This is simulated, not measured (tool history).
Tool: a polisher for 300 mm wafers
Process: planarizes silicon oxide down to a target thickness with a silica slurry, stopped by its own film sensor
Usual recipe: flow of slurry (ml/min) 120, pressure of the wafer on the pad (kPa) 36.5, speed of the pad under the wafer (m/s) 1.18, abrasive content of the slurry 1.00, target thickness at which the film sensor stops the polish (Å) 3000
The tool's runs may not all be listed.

run     day  flow of slurry (ml/min)  pressure of the wafer on the pad (kPa)  speed of the pad under the wafer (m/s)  abrasive content of the slurry  target thickness at which the film sensor stops the polish (Å)  wafers since the last listed run  wafers polished on this pad  hours since the slurry nozzle was cleaned  hours since the head pressure was calibrated  hours since the slurry blender was calibrated  hours since the conditioning disc was replaced  incoming thickness of the incoming film, nm  time until the film sensor stopped the polish (s)
  1   0.000                      120                                    45.5                                    1.18                            1.00                                                            3000                                 0                         1020                                      481.2                                         317.0                                          399.1                                           149.8                                        692.0                                               78.7
      1.725  -- slurry blender recalibrated
  2   2.033                      120                                    45.5                                    1.18                            1.00                                                            3000                               318                         1339                                      530.0                                         365.8                                            7.4                                           198.6                                        696.6                                               71.1
      3.946  -- slurry nozzle cleaned
  3   4.121                      120                                    36.5                                    0.90                            1.00                                                            3000                               334                         1673                                        4.2                                         415.9                                           57.5                                           248.7                                        675.0                                              101.4
  4   8.133                      120                                    36.5                                    0.90                            1.00                                                            3000                               656                         2330                                      100.5                                         512.2                                          153.8                                           345.0                                        680.2                                              109.0
     10.554  -- conditioning disc replaced and pad reconditioned
  5  10.758                      120                                    36.5                                    0.90                            1.00                                                            3000                               415                         2745                                      163.5                                         575.2                                          216.8                                             4.9                                        692.7                                              112.7
     12.888  -- worn pad replaced by a new one
  6  14.958                      120                                    36.5                                    1.18                            1.00                                                            3000                               659                          338                                      264.3                                         676.0                                          317.6                                           105.7                                        685.4                                               92.6
  7  18.562                      120                                    36.5                                    1.18                            1.00                                                            3000                               589                          927                                      350.8                                         762.5                                          404.1                                           192.2                                        693.7                                               95.8
     21.175  -- slurry blender recalibrated
  8  22.421                      120                                    36.5                                    1.18                            1.00                                                            3860                               617                         1545                                      443.4                                         855.1                                           29.9                                           284.8                                        686.5                                               87.0
  9  26.746                      120                                    36.5                                    1.18                            1.00                                                            3860                               707                         2252                                      547.2                                         958.9                                          133.7                                           388.6                                        685.8                                               97.6
     28.867  -- worn pad replaced by a new one
     30.550  -- conditioning disc replaced and pad reconditioned
     32.371  -- slurry nozzle cleaned
     33.433  -- slurry blender recalibrated, repeated, since the last time left the tool worse
 10  36.050                      120                                    36.5                                    1.18                            1.00                                                            3860                              1460                         1140                                       88.3                                        1182.2                                           62.8                                           132.0                                        676.3                                               65.6
 11  37.592                      120                                    29.6                                    1.18                            1.00                                                            3000                               252                         1392                                      125.3                                        1219.2                                           99.8                                           169.0                                        688.8                                              106.6
     37.888  -- head pressure recalibrated
 12  39.125                      120                                    36.5                                    0.90                            1.00                                                            3000                               237                         1629                                      162.1                                          29.7                                          136.6                                           205.8                                        678.5                                              108.4
 13  41.033                      140                                    36.5                                    1.18                            1.00                                                            3000                               312                         1942                                      207.9                                          75.5                                          182.4                                           251.6                                        688.6                                               88.8
 14  44.383                      120                                    36.5                                    0.94                            0.80                                                            4220                               547                         2489                                      288.3                                         155.9                                          262.8                                           332.0                                        680.2                                               87.0
     46.217  -- worn pad replaced by a new one
 15  47.262                       95                                    36.5                                    1.18                            1.00                                                            1850                               443                          170                                      357.4                                         225.0                                          331.9                                           401.1                                        684.9                                              128.5
     47.800  -- conditioning disc replaced and pad reconditioned
     50.875  -- slurry blender recalibrated
 16  51.062                       95                                    36.5                                    1.18                            1.00                                                            3000                               594                          765                                      448.6                                         316.2                                            4.5                                            78.3                                        689.8                                               92.5
 17  54.288                      120                                    36.5                                    1.18                            1.00                                                            3000                               527                         1292                                      526.0                                         393.6                                           81.9                                           155.7                                        696.8                                               93.2
 18  57.962                      120                                    31.0                                    0.90                            1.00                                                            2500                               600                         1893                                      614.2                                         481.8                                          170.1                                           243.9                                        699.3                                              150.3
     58.371  -- slurry nozzle cleaned
 19  60.238                      120                                    24.1                                    1.18                            0.75                                                            3810                               365                         2258                                       44.8                                         536.4                                          224.7                                           298.5                                        684.8                                              133.1
     60.762  -- worn pad replaced by a new one
 20  63.217                      120                                    36.5                                    1.18                            1.00                                                            3000                               459                          401                                      116.3                                         607.9                                          296.2                                           370.0                                        688.1                                               95.8
 21  65.067                      105                                    36.5                                    1.18                            1.00                                                            2000                               302                          703                                      160.7                                         652.3                                          340.6                                           414.4                                        698.2                                              127.4
 22  66.942                      100                                    42.1                                    1.18                            1.00                                                            3730                               306                         1010                                      205.7                                         697.3                                          385.6                                           459.4                                        692.7                                               73.6
     67.146  -- conditioning disc replaced and pad reconditioned
     67.329  -- slurry blender recalibrated
 23  70.467                      120                                    36.5                                    1.18                            1.00                                                            2420                               549                         1559                                      290.3                                         781.9                                           75.3                                            79.7                                        687.2                                              100.9
     77.412  -- worn pad replaced by a new one
 24  81.296                      120                                    26.2                                    1.18                            1.00                                                            3610                              1743                          634                                      550.2                                        1041.8                                          335.2                                           339.6                                        689.6                                              105.8

Predict each of these 5 candidate next runs independently; none follows another, all start after run 24:
  A  81.312                      120                                    33.1                                    1.18                            1.00                                                            3000                                 2                          637                                      550.6                                        1042.2                                          335.6                                           340.0                                        699.4                                                  ?
  B  81.312                      120                                    36.5                                    0.96                            1.00                                                            3000                                 2                          637                                      550.6                                        1042.2                                          335.6                                           340.0                                        699.4                                                  ?
  C  81.312                      135                                    36.5                                    1.02                            1.00                                                            3660                                 2                          637                                      550.6                                        1042.2                                          335.6                                           340.0                                        699.4                                                  ?
  D  81.312                      120                                    36.5                                    1.18                            0.80                                                            4130                                 2                          637                                      550.6                                        1042.2                                          335.6                                           340.0                                        699.4                                                  ?
  E  81.312                       85                                    36.5                                    0.86                            1.00                                                            3000                                 2                          637                                      550.6                                        1042.2                                          335.6                                           340.0                                        699.4                                                  ?

run  time until the film sensor stopped the polish (s)
  A                                              105.5
  B                                              111.8
  C                                               87.2
  D                                               82.5
  E                                              132.9
Had the tool no hidden state, the same runs would have come out as:
run  time until the film sensor stopped the polish (s)
  A                                               94.8
  B                                              100.5
  C                                               78.4
  D                                               72.9
  E                                              119.4
